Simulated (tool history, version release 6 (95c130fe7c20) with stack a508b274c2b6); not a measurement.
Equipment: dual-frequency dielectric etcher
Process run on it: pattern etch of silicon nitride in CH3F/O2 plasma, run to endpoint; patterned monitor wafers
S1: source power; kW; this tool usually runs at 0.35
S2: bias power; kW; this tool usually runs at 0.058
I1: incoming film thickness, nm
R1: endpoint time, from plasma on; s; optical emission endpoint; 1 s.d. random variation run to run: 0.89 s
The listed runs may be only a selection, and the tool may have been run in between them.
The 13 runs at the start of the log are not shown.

| run | hour | S1 | S2 | I1 | R1 |
|---|---|---|---|---|---|
|  | 890.1 | bias power generator calibrated |
| 14 | 961.2 | 0.43 | 0.063 | 87.3 | 92.8 |
| 15 | 1061.5 | 0.29 | 0.065 | 87.4 | 104.3 |
| 16 | 1154.9 | 0.27 | 0.05 | 87.8 | 115.7 |
| 17 | 1207.1 | 0.28 | 0.064 | 87.8 | 108 |
| 18 | 1308.5 | 0.35 | 0.058 | 88.4 | 102.5 |
| 19 | 1411.3 | 0.35 | 0.058 | 86.9 | 97.4 |
| 20 | 1513.3 | 0.35 | 0.058 | 88.2 | 99.4 |
|  | 1525.4 | source power generator calibrated |
|  | 1560.6 | wet clean of the chamber |
| 21 | 1602 | 0.42 | 0.067 | 87.7 | 94.5 |
| 22 | 1675.1 | 0.31 | 0.046 | 87.9 | 116.9 |
| 23 | 1761.1 | 0.35 | 0.058 | 87 | 105.1 |
|  | 1809 | upper electrode replaced |
| 24 | 1842.5 | 0.35 | 0.049 | 87.9 | 109 |
| 25 | 1937.5 | 0.4 | 0.045 | 87.4 | 105.3 |
| 26 | 2016.4 | 0.38 | 0.063 | 87.6 | 97 |
| 27 | 2082.5 | 0.27 | 0.058 | 88 | 114.8 |
| 28 | 2127 | 0.3 | 0.054 | 87.6 | 108.2 |
|  | 2190.3 | wet clean of the chamber |
| 29 | 2211.7 | 0.43 | 0.05 | 88 | 103.1 |
| 30 | 2272.7 | 0.31 | 0.044 | 88.5 | 120.6 |
| 31 | 2348.4 | 0.4 | 0.045 | 88 | 105.6 |
| 32 | 2442.8 | 0.3 | 0.058 | 86.9 | 110.5 |
| 33 | 2513 | 0.35 | 0.058 | 86.9 | 103 |
| 34 | 2577.1 | 0.32 | 0.048 | 87.6 | 111.7 |

Forecast each of these 5 alternatives for the next run:
| A | 2577.6 | 0.39 | 0.058 | 88 | ? |
| B | 2577.6 | 0.29 | 0.05 | 88 | ? |
| C | 2577.6 | 0.44 | 0.044 | 88 | ? |
| D | 2577.6 | 0.28 | 0.072 | 88 | ? |
| E | 2577.6 | 0.26 | 0.058 | 88 | ? |

| run | R1 |
|---|---|
| A | 99.3 |
| B | 116 |
| C | 101.3 |
| D | 106.4 |
| E | 116.4 |
Without the tool's unlogged condition, the same runs would have read:
| run | R1 |
|---|---|
| A | 101.2 |
| B | 118.2 |
| C | 103.3 |
| D | 108.4 |
| E | 118.7 |
